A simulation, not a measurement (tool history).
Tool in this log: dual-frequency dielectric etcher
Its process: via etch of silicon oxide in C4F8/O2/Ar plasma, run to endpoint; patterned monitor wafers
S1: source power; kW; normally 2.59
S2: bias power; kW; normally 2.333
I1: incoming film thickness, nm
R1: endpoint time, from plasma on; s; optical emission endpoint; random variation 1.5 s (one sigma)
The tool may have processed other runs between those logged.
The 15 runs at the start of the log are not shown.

run    hour    S1     S2      I1     R1
 16  1166.5  2.59  1.813  1212.9  236.6
 17  1203.8  2.34  2.908    1223  211.1
     1288.1  -- wet clean of the chamber
 18  1311.1  2.59  2.333  1227.1  227.9
 19  1370.4  2.01  2.333  1213.5  237.9
 20  1418.4  2.23  2.333  1220.4  230.4
 21  1472.5  2.19  2.557  1222.5  228.9
 22  1559.8  2.36  2.721  1215.2  216.8
 23  1633.5  2.59  2.685  1215.7    213
 24  1708.7  3.16  1.905  1212.3  223.7
 25  1765.6  2.27  2.688  1209.5  218.9
     1786.5  -- source power generator calibrated
 26    1811  2.34  2.758  1199.9  212.2
 27  1878.1   3.1  2.116  1219.2  215.6
       1953  -- wet clean of the chamber
 28  1953.5  2.59  2.333  1209.5  222.6
 29  2025.4  2.59  2.333  1224.9  223.5
 30  2074.1  2.59  2.333  1204.2  220.8
 31  2174.4  2.59  2.333  1224.6  223.2
 32  2235.1  2.59  1.866  1222.8  235.8
 33    2342  2.78  1.941  1220.3  227.8
 34  2412.8  2.77  2.161  1221.2  221.8
 35  2506.7  2.59  2.113  1212.2  222.7

The next listed run, before its measurement:
 36  2543.9  3.22  1.804  1210.9   ?

R1: 222.1 s
Had the tool carried no hidden state, the very same run would have given R1 228.8 s.

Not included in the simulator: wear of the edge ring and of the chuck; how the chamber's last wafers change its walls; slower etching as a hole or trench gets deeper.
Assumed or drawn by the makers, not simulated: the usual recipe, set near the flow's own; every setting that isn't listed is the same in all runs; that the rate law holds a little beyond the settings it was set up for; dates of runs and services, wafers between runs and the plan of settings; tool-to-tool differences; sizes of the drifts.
